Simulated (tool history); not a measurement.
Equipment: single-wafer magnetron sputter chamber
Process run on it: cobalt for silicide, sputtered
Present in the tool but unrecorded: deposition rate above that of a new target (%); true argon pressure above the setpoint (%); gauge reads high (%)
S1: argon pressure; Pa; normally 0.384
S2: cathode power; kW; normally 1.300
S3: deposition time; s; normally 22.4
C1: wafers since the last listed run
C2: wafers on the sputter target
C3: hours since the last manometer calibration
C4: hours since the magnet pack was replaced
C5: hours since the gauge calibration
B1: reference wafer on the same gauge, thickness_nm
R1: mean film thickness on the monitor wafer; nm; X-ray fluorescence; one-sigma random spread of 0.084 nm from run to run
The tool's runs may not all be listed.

{"run": 1, "hour": 0.0, "S1": 0.384, "S2": 1.3, "S3": 22.4, "C1": 0, "C2": 6161, "C3": 2895.7, "C4": 7708.4, "C5": 61.3, "B1": 18.596, "R1": 14.881}
{"run": 2, "hour": 12.1, "S1": 0.384, "S2": 1.3, "S3": 22.4, "C1": 262, "C2": 6423, "C3": 2907.8, "C4": 7720.5, "C5": 73.4, "B1": 18.58, "R1": 14.798}
{"run": 3, "hour": 24.7, "S1": 0.384, "S2": 1.3, "S3": 22.4, "C1": 273, "C2": 6696, "C3": 2920.4, "C4": 7733.1, "C5": 86.0, "B1": 18.586, "R1": 14.804}
{"run": 4, "hour": 33.0, "S1": 0.384, "S2": 1.3, "S3": 22.4, "C1": 179, "C2": 6876, "C3": 2928.7, "C4": 7741.4, "C5": 94.3, "B1": 18.609, "R1": 14.791}
{"run": 5, "hour": 45.0, "S1": 0.384, "S2": 1.3, "S3": 22.4, "C1": 260, "C2": 7136, "C3": 2940.7, "C4": 7753.4, "C5": 106.3, "B1": 18.598, "R1": 14.717}
{"run": 6, "hour": 62.4, "S1": 0.384, "S2": 1.3, "S3": 22.4, "C1": 377, "C2": 7513, "C3": 2958.1, "C4": 7770.8, "C5": 123.7, "B1": 18.587, "R1": 14.765}
{"run": 7, "hour": 75.7, "S1": 0.425, "S2": 1.3, "S3": 22.4, "C1": 288, "C2": 7802, "C3": 2971.4, "C4": 7784.1, "C5": 137.0, "B1": 18.616, "R1": 14.488}
{"run": 8, "hour": 91.3, "S1": 0.425, "S2": 1.3, "S3": 22.4, "C1": 338, "C2": 8140, "C3": 2987.0, "C4": 7799.7, "C5": 152.6, "B1": 18.582, "R1": 14.581}
{"run": 9, "hour": 106.9, "S1": 0.384, "S2": 1.3, "S3": 22.4, "C1": 338, "C2": 8478, "C3": 3002.6, "C4": 7815.3, "C5": 168.2, "B1": 18.571, "R1": 14.753}
{"hour": 118.7, "done": "sputter target and shields replaced"}
{"hour": 126.2, "done": "magnet pack replaced"}
{"hour": 128.3, "done": "capacitance manometer re-zeroed and calibrated"}
{"run": 10, "hour": 128.8, "S1": 0.324, "S2": 1.3, "S3": 22.4, "C1": 93, "C2": 11, "C3": 0.5, "C4": 2.6, "C5": 190.1, "B1": 18.585, "R1": 16.051}
{"run": 11, "hour": 129.3, "S1": 0.384, "S2": 1.3, "S3": 22.4, "C1": 10, "C2": 22, "C3": 1.0, "C4": 3.1, "C5": 190.6, "B1": 18.591, "R1": 15.723}
{"hour": 137.5, "done": "gauge calibrated"}
{"run": 12, "hour": 140.5, "S1": 0.231, "S2": 1.15, "S3": 25.4, "C1": 242, "C2": 265, "C3": 12.2, "C4": 14.3, "C5": 3.0, "B1": 18.605, "R1": 17.288}
{"run": 13, "hour": 157.9, "S1": 0.305, "S2": 1.05, "S3": 17.9, "C1": 377, "C2": 642, "C3": 29.6, "C4": 31.7, "C5": 20.4, "B1": 18.593, "R1": 11.156}
{"run": 14, "hour": 169.7, "S1": 0.384, "S2": 1.1, "S3": 26.3, "C1": 255, "C2": 898, "C3": 41.4, "C4": 43.5, "C5": 32.2, "B1": 18.607, "R1": 16.07}
{"run": 15, "hour": 186.9, "S1": 0.384, "S2": 1.3, "S3": 22.4, "C1": 372, "C2": 1270, "C3": 58.6, "C4": 60.7, "C5": 49.4, "B1": 18.632, "R1": 15.242}
{"run": 16, "hour": 203.3, "S1": 0.384, "S2": 1.3, "S3": 22.4, "C1": 355, "C2": 1626, "C3": 75.0, "C4": 77.1, "C5": 65.8, "B1": 18.588, "R1": 15.273}
{"run": 17, "hour": 216.9, "S1": 0.469, "S2": 1.3, "S3": 19.0, "C1": 294, "C2": 1921, "C3": 88.6, "C4": 90.7, "C5": 79.4, "B1": 18.594, "R1": 12.467}
{"run": 18, "hour": 227.0, "S1": 0.305, "S2": 1.05, "S3": 17.9, "C1": 218, "C2": 2140, "C3": 98.7, "C4": 100.8, "C5": 89.5, "B1": 18.604, "R1": 10.926}
{"run": 19, "hour": 243.7, "S1": 0.234, "S2": 1.2, "S3": 20.2, "C1": 361, "C2": 2502, "C3": 115.4, "C4": 117.5, "C5": 106.2, "B1": 18.609, "R1": 13.615}

Hidden state at the last listed run before each entry between runs and at the first one after, where it differs:
After run 9, before run 10: sputter target and shields replaced (hour 118.7); magnet pack replaced (hour 126.2); capacitance manometer re-zeroed and calibrated (hour 128.3)
  deposition rate above that of a new target (%): -6.16 -> -0.602
  the result without the hidden state subtracted from the measured one, R1: -0.968 -> -0.098 nm
After run 11, before run 12: gauge calibrated (hour 137.5)
  deposition rate above that of a new target (%): -0.625 -> -1.12
  the result without the hidden state subtracted from the measured one, R1: -0.099 -> -0.195 nm
